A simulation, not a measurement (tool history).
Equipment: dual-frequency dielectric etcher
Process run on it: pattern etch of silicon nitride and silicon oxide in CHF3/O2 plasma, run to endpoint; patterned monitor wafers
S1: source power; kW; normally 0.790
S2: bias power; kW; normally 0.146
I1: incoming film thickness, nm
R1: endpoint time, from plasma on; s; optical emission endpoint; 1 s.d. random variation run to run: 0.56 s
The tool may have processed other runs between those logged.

Run 1, day 0.000: usual settings but S1 0.710 kW; I1 183.4. Result: R1 126.0 s.
Run 2, day 2.067: usual settings but S1 0.710 kW; I1 182.4. Result: R1 127.2 s.
Run 3, day 5.833: usual settings but S1 0.710 kW; I1 181.6. Result: R1 127.5 s.
Run 4, day 7.767: usual settings; I1 184.1. Result: R1 123.9 s.
Run 5, day 10.558: usual settings; I1 184.7. Result: R1 125.4 s.
Run 6, day 12.625: usual settings; I1 184.1. Result: R1 125.7 s.
At day 15.171: wet clean of the chamber.
Run 7, day 15.192: usual settings but S2 0.169 kW; I1 182.9. Result: R1 114.3 s.
Run 8, day 16.192: usual settings but S2 0.169 kW; I1 183.3. Result: R1 114.6 s.
Run 9, day 18.592: usual settings; I1 184.6. Result: R1 122.9 s.
Run 10, day 20.350: usual settings; I1 183.6. Result: R1 123.0 s.
Run 11, day 21.638: usual settings; I1 181.7. Result: R1 121.7 s.
Run 12, day 23.829: usual settings but S1 0.910 kW, S2 0.135 kW; I1 184.5. Result: R1 122.4 s.
Run 13, day 24.842: usual settings but S1 0.910 kW, S2 0.135 kW; I1 184.1. Result: R1 122.6 s.
Run 14, day 27.104: usual settings but S1 0.910 kW, S2 0.135 kW; I1 185.3. Result: R1 124.1 s.
Run 15, day 28.825: usual settings; I1 183.6. Result: R1 124.7 s.
Run 16, day 31.375: usual settings; I1 184.1. Result: R1 124.9 s.
At day 33.458: wet clean of the chamber.
Run 17, day 34.296: usual settings; I1 183.9. Result: R1 121.1 s.
At day 38.812: bias power generator calibrated.
Run 18, day 39.712: usual settings but S2 0.156 kW; I1 183.3. Result: R1 119.8 s.
At day 43.183: upper electrode replaced.
Run 19, day 47.146: usual settings; I1 182.9. Result: R1 123.8 s.
Run 20, day 49.704: usual settings but S1 0.610 kW; I1 185.2. Result: R1 136.9 s.
At day 50.442: source power generator calibrated.
At day 52.558: wet clean of the chamber.
Run 21, day 52.679: usual settings; I1 186.2. Result: R1 122.3 s.
Run 22, day 55.042: usual settings; I1 182.7. Result: R1 120.9 s.
Run 23, day 56.783: usual settings but S2 0.131 kW; I1 182.4. Result: R1 126.6 s.
Run 24, day 59.658: usual settings but S1 0.730 kW, S2 0.130 kW; I1 183.4. Result: R1 131.0 s.
Run 25, day 61.783: usual settings but S1 0.850 kW, S2 0.120 kW; I1 183.4. Result: R1 129.6 s.
Run 26, day 64.038: usual settings but S1 0.850 kW; I1 185.8. Result: R1 123.0 s.
Run 27, day 66.550: usual settings; I1 182.4. Result: R1 123.6 s.
Run 28, day 68.158: usual settings; I1 182.9. Result: R1 124.4 s.
Run 29, day 70.267: usual settings but S2 0.174 kW; I1 182.1. Result: R1 116.7 s.
At day 71.579: wet clean of the chamber.
Run 30, day 72.346: usual settings but S1 0.960 kW, S2 0.179 kW; I1 183.5. Result: R1 105.3 s.
Run 31, day 75.312: usual settings but S1 0.880 kW, S2 0.169 kW; I1 185.9. Result: R1 114.2 s.
Run 32, day 76.808: usual settings; I1 182.8. Result: R1 122.1 s.
Run 33, day 79.296: usual settings but S2 0.171 kW; I1 182.5. Result: R1 115.1 s.
Run 34, day 81.233: usual settings but S1 0.620 kW, S2 0.167 kW; I1 181.7. Result: R1 124.6 s.
Run 35, day 82.875: usual settings but S1 0.640 kW, S2 0.112 kW; I1 183.9. Result: R1 146.4 s.
Run 36, day 84.912: usual settings but S1 0.670 kW, S2 0.176 kW; I1 184.8. Result: R1 121.8 s.

Give the tool's hidden conditions for every run:
source power that arrives over what is set, %: 0 in every run
bias power that arrives over what is set, %: 0 in every run
H1: etch rate over this chamber's usual, %
run       H1
  1   -0.942
  2    -1.38
  3    -2.18
  4    -2.59
  5    -3.18
  6    -3.62
  7   -0.175
  8   -0.387
  9   -0.896
 10    -1.27
 11    -1.54
 12    -2.01
 13    -2.22
 14     -2.7
 15    -3.07
 16    -3.61
 17  0.00343
 18    -1.15
 19    -2.72
 20    -3.26
 21    0.481
 22    -0.02
 23   -0.389
 24   -0.999
 25    -1.45
 26    -1.93
 27    -2.46
 28     -2.8
 29    -3.25
 30   -0.129
 31   -0.758
 32    -1.08
 33     -1.6
 34    -2.01
 35    -2.36
 36    -2.79

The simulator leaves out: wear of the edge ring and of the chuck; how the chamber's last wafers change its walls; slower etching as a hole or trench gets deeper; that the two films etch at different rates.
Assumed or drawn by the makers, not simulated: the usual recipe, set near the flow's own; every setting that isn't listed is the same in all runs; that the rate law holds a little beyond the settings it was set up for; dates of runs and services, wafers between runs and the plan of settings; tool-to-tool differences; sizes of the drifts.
